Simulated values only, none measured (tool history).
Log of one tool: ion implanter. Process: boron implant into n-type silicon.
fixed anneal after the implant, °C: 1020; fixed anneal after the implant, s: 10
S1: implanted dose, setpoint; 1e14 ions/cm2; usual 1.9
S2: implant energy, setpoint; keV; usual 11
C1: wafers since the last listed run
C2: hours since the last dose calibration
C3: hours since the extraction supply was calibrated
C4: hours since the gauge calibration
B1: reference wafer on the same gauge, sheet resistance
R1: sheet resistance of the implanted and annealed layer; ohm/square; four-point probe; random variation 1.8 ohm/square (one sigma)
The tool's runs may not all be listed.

run    hour    S1    S2    C1     C2      C3      C4      B1      R1
  1       0  1.51    11     0  688.6  2422.7  1624.4   484.1  585.42
  2    53.1  1.51    11  1499  741.7  2475.8  1677.5  484.13  579.79
      106.6  -- Faraday cup replaced and dose calibrated
  3   139.4   1.9    10  2211   32.8  2562.1  1763.8  483.69  489.06
  4   205.7  1.62    11  1872   99.1  2628.4  1830.1  484.33  552.77
  5   245.9   1.9    11  1135  139.3  2668.6  1870.3  484.46  485.99
  6   301.8   1.9    11  1578  195.2  2724.5  1926.2  483.85  482.21
  7   401.5   1.9    11  2815  294.9  2824.2  2025.9  483.93  485.44
  8     509   1.9    11  3036  402.4  2931.7  2133.4  484.19  484.52
  9     590   1.9    11  2287  483.4  3012.7  2214.4  484.47  482.89
      785.9  -- gauge calibrated
 10   850.4   1.9    11  7354  743.8  3273.1    64.5  483.35  480.92
 11     903   1.9    11  1485  796.4  3325.7   117.1  483.71  481.16
 12     993   1.9    11  2541  886.4  3415.7   207.1  483.93  479.68
     1069.5  -- Faraday cup replaced and dose calibrated
 13  1262.9   1.9    11  7396  193.4  3685.6     477  483.65  484.82
 14  1356.3   1.9    12  2637  286.8    3779   570.4  483.17  476.98
 15    1428  1.54   7.5  2025  358.5  3850.7   642.1  484.14   604.4
 16  1487.8  2.42     9  1688  418.3  3910.5   701.9   484.8  408.52
 17  1542.8   1.9   9.5  1553  473.3  3965.5   756.9  483.82  494.54
 18  1635.9   1.9     8  2629  566.4  4058.6     850  484.56  504.54
 19  1738.4  2.34   9.5  2894  668.9  4161.1   952.5  484.13  415.53
 20  1830.2   1.5    11  2592  760.7  4252.9  1044.3  483.89  584.98
 21    1938   1.9    12  3044  868.5  4360.7  1152.1  484.22  478.21
     1953.9  -- extraction supply calibrated
 22  1985.2  2.15   9.5  1107  915.7    31.3  1199.3  484.43  444.79
     2017.2  -- Faraday cup replaced and dose calibrated
 23  2042.2   2.3     9  1383     25    88.3  1256.3   483.7   423.5
 24  2130.3   1.9    11  2488  113.1   176.4  1344.4  483.54  483.37
 25  2188.7  2.38  14.5  1649  171.5   234.8  1402.8  484.03  386.83
 26  2232.7  2.24  13.5  1242  215.5   278.8  1446.8  483.63  411.15
 27  2286.6   1.9    11  1522  269.4   332.7  1500.7   483.8   483.5
 28  2360.1   1.9    11  2075  342.9   406.2  1574.2  483.81   482.8
 29  2451.7  1.74  12.5  2587  434.5   497.8  1665.8  483.93  508.82
 30  2509.2  1.41     8  1623    492   555.3  1723.3   484.2  642.29
 31  2580.7  2.41   7.5  2019  563.5   626.8  1794.8  483.89  418.48
 32  2658.2   1.9  13.5  2188    641   704.3  1872.3  484.27  474.46
 33  2713.2  2.05    15  1553    696   759.3  1927.3  484.11  436.27
 34  2803.2   1.9    11  2541    786   849.3  2017.3  483.87  487.44
     2876.9  -- Faraday cup replaced and dose calibrated
 35  2890.1  2.19    14  2228   13.2   936.2  2104.2  484.11  416.67
 36  2931.9  2.37   9.5  1180     55     978    2146  484.49   412.9

What the log doesn't show, run by run:
deviation of the true dose from the Faraday cup's reading, %: 0 in every run
deviation of the true energy from its setpoint, %: 0 in every run
gauge reads high (%): 0 in every run
